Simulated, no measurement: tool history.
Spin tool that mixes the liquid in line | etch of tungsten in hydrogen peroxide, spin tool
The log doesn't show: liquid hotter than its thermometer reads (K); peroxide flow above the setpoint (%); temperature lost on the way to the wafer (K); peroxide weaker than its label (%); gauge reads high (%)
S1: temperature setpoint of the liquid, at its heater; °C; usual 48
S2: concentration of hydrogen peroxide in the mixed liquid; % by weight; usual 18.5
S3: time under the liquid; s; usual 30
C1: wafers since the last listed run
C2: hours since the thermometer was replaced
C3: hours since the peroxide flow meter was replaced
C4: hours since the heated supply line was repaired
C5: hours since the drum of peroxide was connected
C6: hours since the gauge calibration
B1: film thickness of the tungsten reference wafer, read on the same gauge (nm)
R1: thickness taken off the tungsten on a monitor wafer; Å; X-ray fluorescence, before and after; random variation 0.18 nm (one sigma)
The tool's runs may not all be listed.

{"run": 1, "hour": 0.0, "S1": 48, "S2": 18.5, "S3": 30, "C1": 0, "C2": 786.6, "C3": 543, "C4": 2511.3, "C5": 722.3, "C6": 261.5, "B1": 79.99, "R1": 477.7}
{"run": 2, "hour": 55.6, "S1": 48, "S2": 18.5, "S3": 30, "C1": 785, "C2": 842.2, "C3": 598.6, "C4": 2566.9, "C5": 777.9, "C6": 317.1, "B1": 79.97, "R1": 474}
{"run": 3, "hour": 87.7, "S1": 48, "S2": 18.5, "S3": 30, "C1": 453, "C2": 874.3, "C3": 630.7, "C4": 2599, "C5": 810, "C6": 349.2, "B1": 79.98, "R1": 477.2}
{"run": 4, "hour": 127.1, "S1": 48, "S2": 18.5, "S3": 30, "C1": 556, "C2": 913.7, "C3": 670.1, "C4": 2638.4, "C5": 849.4, "C6": 388.6, "B1": 80.01, "R1": 478.6}
{"run": 5, "hour": 169.3, "S1": 48, "S2": 18.5, "S3": 30, "C1": 596, "C2": 955.9, "C3": 712.3, "C4": 2680.6, "C5": 891.6, "C6": 430.8, "B1": 80, "R1": 480.5}
{"hour": 196.3, "done": "peroxide flow meter replaced"}
{"run": 6, "hour": 232.1, "S1": 48, "S2": 18.5, "S3": 30, "C1": 873, "C2": 1018.7, "C3": 35.8, "C4": 2743.4, "C5": 954.4, "C6": 493.6, "B1": 79.98, "R1": 460.6}
{"run": 7, "hour": 299.4, "S1": 48, "S2": 18.5, "S3": 20, "C1": 950, "C2": 1086, "C3": 103.1, "C4": 2810.7, "C5": 1021.7, "C6": 560.9, "B1": 80.02, "R1": 307.6}
{"run": 8, "hour": 343.9, "S1": 48, "S2": 18.5, "S3": 20, "C1": 628, "C2": 1130.5, "C3": 147.6, "C4": 2855.2, "C5": 1066.2, "C6": 605.4, "B1": 80, "R1": 309.3}
{"run": 9, "hour": 368.3, "S1": 48, "S2": 18.5, "S3": 30, "C1": 344, "C2": 1154.9, "C3": 172, "C4": 2879.6, "C5": 1090.6, "C6": 629.8, "B1": 79.97, "R1": 466.5}
{"run": 10, "hour": 424.4, "S1": 48, "S2": 18.5, "S3": 30, "C1": 792, "C2": 1211, "C3": 228.1, "C4": 2935.7, "C5": 1146.7, "C6": 685.9, "B1": 79.95, "R1": 465.7}
{"run": 11, "hour": 480.9, "S1": 48, "S2": 18.5, "S3": 30, "C1": 798, "C2": 1267.5, "C3": 284.6, "C4": 2992.2, "C5": 1203.2, "C6": 742.4, "B1": 79.96, "R1": 467.8}
{"hour": 506.0, "done": "heated supply line repaired"}
{"run": 12, "hour": 506.5, "S1": 48, "S2": 18.5, "S3": 30, "C1": 347, "C2": 1293.1, "C3": 310.2, "C4": 0.5, "C5": 1228.8, "C6": 768, "B1": 80.01, "R1": 470.2}
{"hour": 541.7, "done": "new drum of peroxide connected"}
{"run": 13, "hour": 567.0, "S1": 48, "S2": 18.5, "S3": 30, "C1": 840, "C2": 1353.6, "C3": 370.7, "C4": 61, "C5": 25.3, "C6": 828.5, "B1": 80.03, "R1": 472.2}
{"hour": 611.5, "done": "thermometer replaced"}
{"run": 14, "hour": 628.2, "S1": 41, "S2": 17, "S3": 35, "C1": 850, "C2": 16.7, "C3": 431.9, "C4": 122.2, "C5": 86.5, "C6": 889.7, "B1": 80, "R1": 340}
{"hour": 660.1, "done": "gauge calibrated"}
{"run": 15, "hour": 711.2, "S1": 48, "S2": 18.5, "S3": 30, "C1": 1172, "C2": 99.7, "C3": 514.9, "C4": 205.2, "C5": 169.5, "C6": 51.1, "B1": 79.98, "R1": 476.5}
{"run": 16, "hour": 775.8, "S1": 48, "S2": 18.5, "S3": 30, "C1": 912, "C2": 164.3, "C3": 579.5, "C4": 269.8, "C5": 234.1, "C6": 115.7, "B1": 80.05, "R1": 476.9}
{"run": 17, "hour": 807.1, "S1": 41, "S2": 14.5, "S3": 15, "C1": 442, "C2": 195.6, "C3": 610.8, "C4": 301.1, "C5": 265.4, "C6": 147, "B1": 79.99, "R1": 135.1}
{"run": 18, "hour": 930.3, "S1": 55, "S2": 21, "S3": 40, "C1": 1740, "C2": 318.8, "C3": 734, "C4": 424.3, "C5": 388.6, "C6": 270.2, "B1": 80, "R1": 1040.5}
{"hour": 955.9, "done": "peroxide flow meter replaced"}
{"run": 19, "hour": 961.6, "S1": 48, "S2": 18.5, "S3": 15, "C1": 428, "C2": 350.1, "C3": 5.7, "C4": 455.6, "C5": 419.9, "C6": 301.5, "B1": 79.99, "R1": 231.9}
{"run": 20, "hour": 1029.0, "S1": 48, "S2": 21.5, "S3": 45, "C1": 952, "C2": 417.5, "C3": 73.1, "C4": 523, "C5": 487.3, "C6": 368.9, "B1": 79.98, "R1": 747.7}
{"run": 21, "hour": 1087.8, "S1": 48, "S2": 18.5, "S3": 30, "C1": 830, "C2": 476.3, "C3": 131.9, "C4": 581.8, "C5": 546.1, "C6": 427.7, "B1": 80, "R1": 464.7}
{"run": 22, "hour": 1113.5, "S1": 48, "S2": 18.5, "S3": 45, "C1": 363, "C2": 502, "C3": 157.6, "C4": 607.5, "C5": 571.8, "C6": 453.4, "B1": 80.01, "R1": 692.6}
{"run": 23, "hour": 1183.9, "S1": 48, "S2": 18.5, "S3": 40, "C1": 994, "C2": 572.4, "C3": 228, "C4": 677.9, "C5": 642.2, "C6": 523.8, "B1": 79.96, "R1": 624.7}
{"run": 24, "hour": 1351.2, "S1": 41, "S2": 17, "S3": 35, "C1": 2363, "C2": 739.7, "C3": 395.3, "C4": 845.2, "C5": 809.5, "C6": 691.1, "B1": 80.03, "R1": 339.4}

Forecast each of these 4 alternatives for the next run:
{"run": "A", "hour": 1351.6, "S1": 54.5, "S2": 18.5, "S3": 30, "C1": 5, "C2": 740.1, "C3": 395.7, "C4": 845.6, "C5": 809.9, "C6": 691.5, "B1": "?", "R1": "?"}
{"run": "B", "hour": 1351.6, "S1": 52.5, "S2": 20, "S3": 15, "C1": 5, "C2": 740.1, "C3": 395.7, "C4": 845.6, "C5": 809.9, "C6": 691.5, "B1": "?", "R1": "?"}
{"run": "C", "hour": 1351.6, "S1": 40.5, "S2": 14.5, "S3": 30, "C1": 5, "C2": 740.1, "C3": 395.7, "C4": 845.6, "C5": 809.9, "C6": 691.5, "B1": "?", "R1": "?"}
{"run": "D", "hour": 1351.6, "S1": 55.5, "S2": 18.5, "S3": 30, "C1": 5, "C2": 740.1, "C3": 395.7, "C4": 845.6, "C5": 809.9, "C6": 691.5, "B1": "?", "R1": "?"}

run=A B1=79.97 R1=699.6
run=B B1=79.97 R1=322.7
run=C B1=79.97 R1=259.6
run=D B1=79.97 R1=742.4
Without the tool's hidden state the same runs would have given:
run=A R1=683.8
run=B R1=315.4
run=C R1=253.8
run=D R1=725.6

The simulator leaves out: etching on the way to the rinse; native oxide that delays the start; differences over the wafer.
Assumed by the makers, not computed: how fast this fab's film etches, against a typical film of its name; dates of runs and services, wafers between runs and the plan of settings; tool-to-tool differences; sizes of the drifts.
